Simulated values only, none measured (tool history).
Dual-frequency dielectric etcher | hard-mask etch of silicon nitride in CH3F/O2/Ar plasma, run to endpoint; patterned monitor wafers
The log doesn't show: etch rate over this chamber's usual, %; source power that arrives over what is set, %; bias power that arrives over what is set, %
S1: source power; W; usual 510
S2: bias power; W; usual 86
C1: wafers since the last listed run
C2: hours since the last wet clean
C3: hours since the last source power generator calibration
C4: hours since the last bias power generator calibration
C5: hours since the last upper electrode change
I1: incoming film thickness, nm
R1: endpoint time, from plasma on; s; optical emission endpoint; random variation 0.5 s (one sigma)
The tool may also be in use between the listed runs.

Run 1, hour 0.0: usual settings; C1 0; C2 227.7; C3 1301.1; C4 3768.7; C5 5657.6; I1 44.10. Result: R1 55.9 s.
Run 2, hour 6.8: usual settings; C1 93; C2 234.5; C3 1307.9; C4 3775.5; C5 5664.4; I1 44.18. Result: R1 57.0 s.
Run 3, hour 17.8: usual settings but S2 82 W; C1 151; C2 245.5; C3 1318.9; C4 3786.5; C5 5675.4; I1 43.90. Result: R1 56.5 s.
Run 4, hour 33.9: usual settings but S2 82 W; C1 221; C2 261.6; C3 1335.0; C4 3802.6; C5 5691.5; I1 43.79. Result: R1 56.4 s.
Run 5, hour 48.4: usual settings but S2 82 W; C1 199; C2 276.1; C3 1349.5; C4 3817.1; C5 5706.0; I1 44.18. Result: R1 57.8 s.
Run 6, hour 57.0: usual settings but S2 77 W; C1 118; C2 284.7; C3 1358.1; C4 3825.7; C5 5714.6; I1 44.21. Result: R1 57.8 s.
Run 7, hour 65.3: usual settings; C1 114; C2 293.0; C3 1366.4; C4 3834.0; C5 5722.9; I1 44.14. Result: R1 56.5 s.
Run 8, hour 77.0: usual settings; C1 161; C2 304.7; C3 1378.1; C4 3845.7; C5 5734.6; I1 43.62. Result: R1 54.7 s.
Run 9, hour 91.5: usual settings but S2 75 W; C1 199; C2 319.2; C3 1392.6; C4 3860.2; C5 5749.1; I1 44.15. Result: R1 58.9 s.
At hour 122.3: upper electrode replaced.
Run 10, hour 122.8: usual settings but S2 75 W; C1 100; C2 350.5; C3 1423.9; C4 3891.5; C5 0.5; I1 43.81. Result: R1 58.2 s.
Run 11, hour 123.2: usual settings but S2 78 W; C1 5; C2 350.9; C3 1424.3; C4 3891.9; C5 0.9; I1 44.21. Result: R1 58.0 s.
Run 12, hour 126.6: usual settings but S1 420 W; C1 46; C2 354.3; C3 1427.7; C4 3895.3; C5 4.3; I1 43.84. Result: R1 59.8 s.
Run 13, hour 132.7: usual settings but S1 460 W, S2 79 W; C1 84; C2 360.4; C3 1433.8; C4 3901.4; C5 10.4; I1 44.05. Result: R1 60.0 s.
Run 14, hour 139.7: usual settings but S1 460 W, S2 79 W; C1 96; C2 367.4; C3 1440.8; C4 3908.4; C5 17.4; I1 43.58. Result: R1 58.9 s.
Run 15, hour 151.1: usual settings; C1 157; C2 378.8; C3 1452.2; C4 3919.8; C5 28.8; I1 43.92. Result: R1 55.5 s.
Run 16, hour 160.8: usual settings but S1 430 W, S2 98 W; C1 133; C2 388.5; C3 1461.9; C4 3929.5; C5 38.5; I1 43.78. Result: R1 57.9 s.
At hour 169.9: bias power generator calibrated.
At hour 186.3: wet clean of the chamber.
Run 17, hour 186.8: usual settings but S1 570 W, S2 66 W; C1 77; C2 0.5; C3 1487.9; C4 16.9; C5 64.5; I1 44.05. Result: R1 57.8 s.
Run 18, hour 187.1: usual settings but S1 400 W, S2 71 W; C1 4; C2 0.8; C3 1488.2; C4 17.2; C5 64.8; I1 44.36. Result: R1 65.0 s.
Run 19, hour 191.1: usual settings but S1 590 W, S2 96 W; C1 55; C2 4.8; C3 1492.2; C4 21.2; C5 68.8; I1 43.68. Result: R1 52.3 s.
At hour 199.2: source power generator calibrated.
Run 20, hour 202.4: usual settings; C1 100; C2 16.1; C3 3.2; C4 32.5; C5 80.1; I1 44.22. Result: R1 57.1 s.
Run 21, hour 211.5: usual settings but S1 580 W, S2 98 W; C1 125; C2 25.2; C3 12.3; C4 41.6; C5 89.2; I1 43.92. Result: R1 52.3 s.
Run 22, hour 222.5: usual settings; C1 151; C2 36.2; C3 23.3; C4 52.6; C5 100.2; I1 44.33. Result: R1 57.1 s.

The next listed run, before its measurement:
Run 23, hour 234.5: usual settings but S1 440 W, S2 96 W; C1 165; C2 48.2; C3 35.3; C4 64.6; C5 112.2; I1 44.02. Result: R1 ?.

Run 23 gave R1 57.5 s.
Without the tool's hidden state the same run would have given R1 57.5 s.
